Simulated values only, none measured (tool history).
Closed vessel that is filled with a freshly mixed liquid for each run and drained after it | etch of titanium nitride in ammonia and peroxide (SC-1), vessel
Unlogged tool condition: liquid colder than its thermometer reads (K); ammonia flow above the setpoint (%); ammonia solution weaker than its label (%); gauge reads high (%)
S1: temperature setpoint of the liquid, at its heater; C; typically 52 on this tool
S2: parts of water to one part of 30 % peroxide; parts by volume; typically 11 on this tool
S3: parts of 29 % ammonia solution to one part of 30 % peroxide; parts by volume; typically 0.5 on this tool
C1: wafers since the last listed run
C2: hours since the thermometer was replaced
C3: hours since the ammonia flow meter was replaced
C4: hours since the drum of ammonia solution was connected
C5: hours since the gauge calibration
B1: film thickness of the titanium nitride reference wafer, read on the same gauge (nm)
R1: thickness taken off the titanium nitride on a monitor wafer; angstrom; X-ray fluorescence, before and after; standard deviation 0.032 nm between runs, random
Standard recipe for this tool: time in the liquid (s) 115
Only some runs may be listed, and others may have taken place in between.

{"run": 1, "hour": 0.0, "S1": 52, "S2": 11, "S3": 0.5, "time in the liquid (s)": 115, "C1": 0, "C2": 564.3, "C3": 1180.2, "C4": 809.7, "C5": 34.6, "B1": 109.99, "R1": 83.8}
{"run": 2, "hour": 16.6, "S1": 56.5, "S2": 7, "S3": 0.5, "time in the liquid (s)": 115, "C1": 1211, "C2": 580.9, "C3": 1196.8, "C4": 826.3, "C5": 51.2, "B1": 110.01, "R1": 143.1}
{"run": 3, "hour": 34.1, "S1": 49, "S2": 15, "S3": 0.5, "time in the liquid (s)": 115, "C1": 1277, "C2": 598.4, "C3": 1214.3, "C4": 843.8, "C5": 68.7, "B1": 110.03, "R1": 57.4}
{"run": 4, "hour": 48.0, "S1": 49, "S2": 15, "S3": 0.5, "time in the liquid (s)": 115, "C1": 1014, "C2": 612.3, "C3": 1228.2, "C4": 857.7, "C5": 82.6, "B1": 110.03, "R1": 57.3}
{"run": 5, "hour": 56.5, "S1": 52, "S2": 11, "S3": 0.6, "time in the liquid (s)": 100, "C1": 620, "C2": 620.8, "C3": 1236.7, "C4": 866.2, "C5": 91.1, "B1": 109.96, "R1": 74.7}
{"run": 6, "hour": 66.5, "S1": 52, "S2": 11, "S3": 0.6, "time in the liquid (s)": 100, "C1": 729, "C2": 630.8, "C3": 1246.7, "C4": 876.2, "C5": 101.1, "B1": 110.06, "R1": 75.2}
{"hour": 89.0, "done": "thermometer replaced"}
{"hour": 90.1, "done": "gauge calibrated"}
{"run": 7, "hour": 110.0, "S1": 52, "S2": 11, "S3": 0.35, "time in the liquid (s)": 115, "C1": 3101, "C2": 21, "C3": 1290.2, "C4": 919.7, "C5": 19.9, "B1": 110, "R1": 78.5}
{"run": 8, "hour": 121.2, "S1": 52, "S2": 11, "S3": 0.35, "time in the liquid (s)": 115, "C1": 817, "C2": 32.2, "C3": 1301.4, "C4": 930.9, "C5": 31.1, "B1": 109.98, "R1": 78.6}
{"hour": 128.3, "done": "new drum of ammonia solution connected"}
{"hour": 135.5, "done": "ammonia flow meter replaced"}
{"run": 9, "hour": 136.0, "S1": 52, "S2": 7, "S3": 0.5, "time in the liquid (s)": 85, "C1": 934, "C2": 47, "C3": 0.5, "C4": 7.7, "C5": 45.9, "B1": 110, "R1": 77.9}
{"run": 10, "hour": 149.9, "S1": 52, "S2": 7, "S3": 0.5, "time in the liquid (s)": 85, "C1": 1014, "C2": 60.9, "C3": 14.4, "C4": 21.6, "C5": 59.8, "B1": 110.03, "R1": 77.8}
{"run": 11, "hour": 165.7, "S1": 52, "S2": 11, "S3": 0.5, "time in the liquid (s)": 115, "C1": 1153, "C2": 76.7, "C3": 30.2, "C4": 37.4, "C5": 75.6, "B1": 109.99, "R1": 83.9}
{"run": 12, "hour": 180.8, "S1": 52, "S2": 7.5, "S3": 0.5, "time in the liquid (s)": 60, "C1": 1101, "C2": 91.8, "C3": 45.3, "C4": 52.5, "C5": 90.7, "B1": 110.03, "R1": 52.9}
{"run": 13, "hour": 189.0, "S1": 52, "S2": 13, "S3": 0.6, "time in the liquid (s)": 115, "C1": 598, "C2": 100, "C3": 53.5, "C4": 60.7, "C5": 98.9, "B1": 110, "R1": 78.5}
{"run": 14, "hour": 205.0, "S1": 47.5, "S2": 11, "S3": 0.65, "time in the liquid (s)": 140, "C1": 1167, "C2": 116, "C3": 69.5, "C4": 76.7, "C5": 114.9, "B1": 109.98, "R1": 77.5}
{"run": 15, "hour": 222.1, "S1": 52, "S2": 11, "S3": 0.5, "time in the liquid (s)": 115, "C1": 1247, "C2": 133.1, "C3": 86.6, "C4": 93.8, "C5": 132, "B1": 110.02, "R1": 83.2}
{"run": 16, "hour": 231.6, "S1": 52, "S2": 9, "S3": 0.3, "time in the liquid (s)": 170, "C1": 693, "C2": 142.6, "C3": 96.1, "C4": 103.3, "C5": 141.5, "B1": 110, "R1": 125.4}
{"hour": 239.1, "done": "gauge calibrated"}
{"run": 17, "hour": 239.6, "S1": 49, "S2": 11, "S3": 0.3, "time in the liquid (s)": 115, "C1": 583, "C2": 150.6, "C3": 104.1, "C4": 111.3, "C5": 0.5, "B1": 110.02, "R1": 61.5}
{"run": 18, "hour": 250.5, "S1": 43.5, "S2": 11, "S3": 0.7, "time in the liquid (s)": 115, "C1": 795, "C2": 161.5, "C3": 115, "C4": 122.2, "C5": 11.4, "B1": 109.98, "R1": 48.7}
{"run": 19, "hour": 261.9, "S1": 56.5, "S2": 16, "S3": 0.5, "time in the liquid (s)": 115, "C1": 831, "C2": 172.9, "C3": 126.4, "C4": 133.6, "C5": 22.8, "B1": 110.04, "R1": 91.7}
{"run": 20, "hour": 269.9, "S1": 52, "S2": 11, "S3": 0.5, "time in the liquid (s)": 115, "C1": 583, "C2": 180.9, "C3": 134.4, "C4": 141.6, "C5": 30.8, "B1": 110, "R1": 83.2}

Below are 5 alternative next runs, each starting from the tool's condition after run 20. Predict each:
{"run": "A", "hour": 270.6, "S1": 52, "S2": 11, "S3": 0.5, "time in the liquid (s)": 115, "C1": 51, "C2": 181.6, "C3": 135.1, "C4": 142.3, "C5": 31.5, "B1": "?", "R1": "?"}
{"run": "B", "hour": 270.6, "S1": 52, "S2": 11, "S3": 0.5, "time in the liquid (s)": 165, "C1": 51, "C2": 181.6, "C3": 135.1, "C4": 142.3, "C5": 31.5, "B1": "?", "R1": "?"}
{"run": "C", "hour": 270.6, "S1": 52, "S2": 11, "S3": 0.7, "time in the liquid (s)": 115, "C1": 51, "C2": 181.6, "C3": 135.1, "C4": 142.3, "C5": 31.5, "B1": "?", "R1": "?"}
{"run": "D", "hour": 270.6, "S1": 52, "S2": 11, "S3": 0.5, "time in the liquid (s)": 155, "C1": 51, "C2": 181.6, "C3": 135.1, "C4": 142.3, "C5": 31.5, "B1": "?", "R1": "?"}
{"run": "E", "hour": 270.6, "S1": 48.5, "S2": 13.5, "S3": 0.65, "time in the liquid (s)": 180, "C1": 51, "C2": 181.6, "C3": 135.1, "C4": 142.3, "C5": 31.5, "B1": "?", "R1": "?"}

run=A B1=110.04 R1=83.7
run=B B1=110.04 R1=120.1
run=C B1=110.04 R1=88.7
run=D B1=110.04 R1=112.8
run=E B1=110.04 R1=96.4
Stripped of hidden state, with their random variation kept, the same runs would have yielded:
run=A R1=83.7
run=B R1=120.1
run=C R1=88.7
run=D R1=112.8
run=E R1=96.4
